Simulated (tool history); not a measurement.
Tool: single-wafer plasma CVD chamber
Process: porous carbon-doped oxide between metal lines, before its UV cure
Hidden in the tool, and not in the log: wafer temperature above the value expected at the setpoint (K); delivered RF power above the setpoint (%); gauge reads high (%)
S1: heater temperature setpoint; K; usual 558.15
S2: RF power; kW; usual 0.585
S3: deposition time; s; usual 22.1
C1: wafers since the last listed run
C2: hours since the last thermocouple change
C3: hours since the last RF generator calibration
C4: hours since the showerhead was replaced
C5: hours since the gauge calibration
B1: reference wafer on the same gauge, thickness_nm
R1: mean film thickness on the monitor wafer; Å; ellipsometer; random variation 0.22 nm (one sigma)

Run 1, day 0.000: usual settings but S2 0.535 kW; C1 0; C2 3153.3; C3 1443.3; C4 3062.5; C5 253.5; B1 162.106. Result: R1 1224.88 Å.
Run 2, day 0.262: usual settings but S1 562.15 K, S2 0.680 kW; C1 139; C2 3159.6; C3 1449.6; C4 3068.8; C5 259.8; B1 161.981. Result: R1 1500.04 Å.
Run 3, day 0.729: usual settings but S1 547.15 K, S3 25.3 s; C1 247; C2 3170.8; C3 1460.8; C4 3080.0; C5 271.0; B1 161.960. Result: R1 1651.20 Å.
Run 4, day 1.179: usual settings but S1 547.15 K, S3 25.3 s; C1 238; C2 3181.6; C3 1471.6; C4 3090.8; C5 281.8; B1 161.918. Result: R1 1651.75 Å.
Run 5, day 1.708: usual settings but S1 547.15 K, S3 25.3 s; C1 280; C2 3194.3; C3 1484.3; C4 3103.5; C5 294.5; B1 161.960. Result: R1 1649.77 Å.
Run 6, day 2.421: usual settings; C1 377; C2 3211.4; C3 1501.4; C4 3120.6; C5 311.6; B1 162.075. Result: R1 1338.74 Å.
Run 7, day 2.933: usual settings; C1 271; C2 3223.7; C3 1513.7; C4 3132.9; C5 323.9; B1 161.978. Result: R1 1338.27 Å.
Run 8, day 3.638: usual settings; C1 373; C2 3240.6; C3 1530.6; C4 3149.8; C5 340.8; B1 161.934. Result: R1 1339.55 Å.
Run 9, day 4.354: usual settings; C1 380; C2 3257.8; C3 1547.8; C4 3167.0; C5 358.0; B1 161.946. Result: R1 1337.69 Å.
Run 10, day 4.838: usual settings but S1 565.15 K; C1 256; C2 3269.4; C3 1559.4; C4 3178.6; C5 369.6; B1 161.996. Result: R1 1281.14 Å.
Run 11, day 5.667: usual settings but S1 565.15 K; C1 439; C2 3289.3; C3 1579.3; C4 3198.5; C5 389.5; B1 161.996. Result: R1 1278.73 Å.
Run 12, day 6.333: usual settings but S1 565.15 K; C1 353; C2 3305.3; C3 1595.3; C4 3214.5; C5 405.5; B1 162.108. Result: R1 1280.84 Å.
Run 13, day 6.683: usual settings but S1 547.15 K; C1 185; C2 3313.7; C3 1603.7; C4 3222.9; C5 413.9; B1 161.889. Result: R1 1446.55 Å.
Run 14, day 7.242: usual settings but S1 547.15 K; C1 296; C2 3327.1; C3 1617.1; C4 3236.3; C5 427.3; B1 161.978. Result: R1 1445.12 Å.
Run 15, day 7.933: usual settings but S1 547.15 K; C1 366; C2 3343.7; C3 1633.7; C4 3252.9; C5 443.9; B1 162.088. Result: R1 1445.35 Å.
At day 8.158: gauge calibrated.
Run 16, day 8.675: usual settings; C1 393; C2 3361.5; C3 1651.5; C4 3270.7; C5 12.4; B1 161.946. Result: R1 1336.96 Å.
Run 17, day 9.383: usual settings; C1 375; C2 3378.5; C3 1668.5; C4 3287.7; C5 29.4; B1 162.129. Result: R1 1339.13 Å.
Run 18, day 9.683: usual settings but S2 0.510 kW, S3 25.8 s; C1 159; C2 3385.7; C3 1675.7; C4 3294.9; C5 36.6; B1 162.112. Result: R1 1343.99 Å.
Run 19, day 10.108: usual settings but S1 565.15 K; C1 225; C2 3395.9; C3 1685.9; C4 3305.1; C5 46.8; B1 162.033. Result: R1 1275.68 Å.
At day 10.575: thermocouple changed; heater temperature recalibrated.
Run 20, day 10.679: usual settings but S2 0.545 kW, S3 25.7 s; C1 125; C2 2.5; C3 1699.6; C4 3318.8; C5 60.5; B1 161.973. Result: R1 1510.44 Å.
At day 11.475: showerhead replaced.
Run 21, day 11.496: usual settings but S1 565.15 K, S2 0.650 kW, S3 23.9 s; C1 256; C2 22.1; C3 1719.2; C4 0.5; C5 80.1; B1 161.922. Result: R1 1593.86 Å.
Run 22, day 11.742: usual settings; C1 130; C2 28.0; C3 1725.1; C4 6.4; C5 86.0; B1 162.080. Result: R1 1400.90 Å.
Run 23, day 12.254: usual settings but S1 571.15 K, S2 0.530 kW, S3 18.3 s; C1 271; C2 40.3; C3 1737.4; C4 18.7; C5 98.3; B1 161.948. Result: R1 967.57 Å.
Run 24, day 13.733: usual settings but S1 547.15 K; C1 784; C2 75.8; C3 1772.9; C4 54.2; C5 133.8; B1 161.979. Result: R1 1520.42 Å.
Run 25, day 14.054: usual settings but S2 0.655 kW, S3 23.8 s; C1 170; C2 83.5; C3 1780.6; C4 61.9; C5 141.5; B1 162.004. Result: R1 1674.09 Å.
Run 26, day 14.683: usual settings; C1 333; C2 98.6; C3 1795.7; C4 77.0; C5 156.6; B1 162.019. Result: R1 1397.56 Å.
At day 15.104: RF generator calibrated.
Run 27, day 15.321: usual settings but S3 18.2 s; C1 161; C2 113.9; C3 5.2; C4 92.3; C5 171.9; B1 162.013. Result: R1 1224.76 Å.
Run 28, day 17.404: usual settings; C1 1105; C2 163.9; C3 55.2; C4 142.3; C5 221.9; B1 161.972. Result: R1 1466.68 Å.
Run 29, day 17.904: usual settings; C1 265; C2 175.9; C3 67.2; C4 154.3; C5 233.9; B1 162.041. Result: R1 1462.87 Å.
Run 30, day 18.192: usual settings but S1 545.15 K, S2 0.475 kW, S3 24.8 s; C1 152; C2 182.8; C3 74.1; C4 161.2; C5 240.8; B1 161.850. Result: R1 1431.19 Å.
Run 31, day 18.688: usual settings but S1 568.15 K, S2 0.695 kW, S3 24.1 s; C1 263; C2 194.7; C3 86.0; C4 173.1; C5 252.7; B1 161.906. Result: R1 1742.72 Å.
Run 32, day 19.408: usual settings but S1 570.15 K; C1 382; C2 212.0; C3 103.3; C4 190.4; C5 270.0; B1 162.023. Result: R1 1345.91 Å.
Run 33, day 19.779: usual settings but S1 554.15 K, S3 18.0 s; C1 196; C2 220.9; C3 112.2; C4 199.3; C5 278.9; B1 162.035. Result: R1 1231.35 Å.
Run 34, day 20.138: usual settings but S2 0.505 kW, S3 24.8 s; C1 190; C2 229.5; C3 120.8; C4 207.9; C5 287.5; B1 161.925. Result: R1 1397.52 Å.

Forecast each of these 4 alternatives for the next run:
Run A, day 20.154: usual settings; C1 8; C2 229.9; C3 121.2; C4 208.3; C5 287.9; B1 ?. Result: R1 ?.
Run B, day 20.154: usual settings but S1 563.15 K, S3 19.9 s; C1 8; C2 229.9; C3 121.2; C4 208.3; C5 287.9; B1 ?. Result: R1 ?.
Run C, day 20.154: usual settings but S2 0.480 kW; C1 8; C2 229.9; C3 121.2; C4 208.3; C5 287.9; B1 ?. Result: R1 ?.
Run D, day 20.154: usual settings but S1 567.15 K, S3 20.5 s; C1 8; C2 229.9; C3 121.2; C4 208.3; C5 287.9; B1 ?. Result: R1 ?.

run       B1       R1
  A  161.844  1453.98
  B  161.844  1269.18
  C  161.844  1172.00
  D  161.844  1271.54
Without the tool's hidden state the same runs would have given:
run       R1
  A  1479.87
  B  1291.46
  C  1195.56
  D  1293.74
